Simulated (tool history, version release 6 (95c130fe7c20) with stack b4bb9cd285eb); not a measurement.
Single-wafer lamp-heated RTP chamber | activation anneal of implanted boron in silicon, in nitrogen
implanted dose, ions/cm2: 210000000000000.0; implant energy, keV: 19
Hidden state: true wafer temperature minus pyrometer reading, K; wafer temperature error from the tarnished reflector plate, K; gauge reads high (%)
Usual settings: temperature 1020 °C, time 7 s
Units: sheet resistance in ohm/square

run,hour,temperature,time,wafers since the last listed run,wafers since the last pyrometer calibration,wafers since the reflector plate was cleaned,hours since the gauge calibration,"read-back reference wafer on the same gauge, sheet resistance",sheet resistance
1,0.0,999,7,0,3862,6121,234.0,443.96,462.16
2,15.7,1020,7,268,4131,6389,249.7,443.94,456.17
3,21.7,1020,7,102,4233,6492,255.7,443.99,456.77
4,30.1,1020,7,143,4377,6635,264.1,444.00,456.39
5,43.8,1020,7,234,4611,6870,277.8,443.91,455.80
6,56.9,1013,7,223,4835,7094,290.9,443.97,457.39
7,72.7,1013,7,270,5105,7364,306.7,443.92,456.94
8,83.0,1013,7,176,5282,7540,317.0,444.06,456.50
9,97.7,1020,7,251,5533,7791,331.7,444.05,456.79
10,105.2,1020,7,128,5661,7919,339.2,444.04,456.69
11,113.8,1020,7,147,5808,8066,347.8,444.09,456.90
12,126.1,1038,6,210,6018,8277,360.1,443.98,454.08
13,136.6,1038,6,179,6198,8456,370.6,443.95,454.92
14,149.3,1020,7,217,6415,8673,383.3,444.03,456.59
15,158.6,1020,7,159,6574,8832,392.6,443.94,454.44
16,168.1,1020,7,162,6737,8995,402.1,444.04,456.02
# hour 177.0: reflector plate cleaned
17,185.4,1046,9,159,6896,143,419.4,443.98,453.64
# hour 203.7: pyrometer window cleaned and pyrometer calibrated
18,204.2,1011,11,184,9,327,438.2,443.94,455.88
19,206.6,1020,10,41,50,368,440.6,443.94,453.96
20,223.9,1020,4,295,345,664,457.9,443.98,455.83
21,231.8,1035,9,135,480,799,465.8,443.98,455.09
22,238.2,1046,5,109,590,909,472.2,443.92,454.19
# hour 247.1: gauge calibrated
23,252.4,1031,9,242,833,1152,5.3,444.11,454.00
24,261.5,1020,7,155,988,1307,14.4,443.92,456.54
25,273.4,1000,4,203,1192,1511,26.3,443.91,463.93
26,285.0,1049,6,198,1390,1709,37.9,443.91,455.13
27,295.1,1043,4,172,1563,1882,48.0,443.97,455.63
28,310.2,999,9,258,1821,2140,63.1,443.99,460.57
29,338.1,1047,11,477,2298,2617,91.0,443.91,453.09
30,350.7,1020,7,215,2513,2832,103.6,443.90,456.18
31,365.0,1044,8,244,2758,3077,117.9,444.03,452.69
32,372.3,1020,7,124,2883,3202,125.2,444.00,456.06
33,381.3,1020,7,153,3037,3356,134.2,443.85,455.31
34,388.0,1005,10,114,3151,3470,140.9,443.83,457.31
35,406.0,1046,11,307,3459,3778,158.9,444.07,452.81
36,415.3,1038,6,159,3618,3937,168.2,443.91,454.15

Forecast each of these 5 alternatives for the next run:
A,415.7,1032,7,6,3625,3944,168.6,?,?
B,415.7,1001,11,6,3625,3944,168.6,?,?
C,415.7,1004,6,6,3625,3944,168.6,?,?
D,415.7,1029,9,6,3625,3944,168.6,?,?
E,415.7,1043,9,6,3625,3944,168.6,?,?

run,"read-back reference wafer on the same gauge, sheet resistance",sheet resistance
A,444.11,453.77
B,444.11,458.69
C,444.11,459.69
D,444.11,453.58
E,444.11,452.88
Without the tool's hidden state the same runs would have given:
run,sheet resistance
A,453.77
B,458.69
C,459.69
D,453.58
E,452.88

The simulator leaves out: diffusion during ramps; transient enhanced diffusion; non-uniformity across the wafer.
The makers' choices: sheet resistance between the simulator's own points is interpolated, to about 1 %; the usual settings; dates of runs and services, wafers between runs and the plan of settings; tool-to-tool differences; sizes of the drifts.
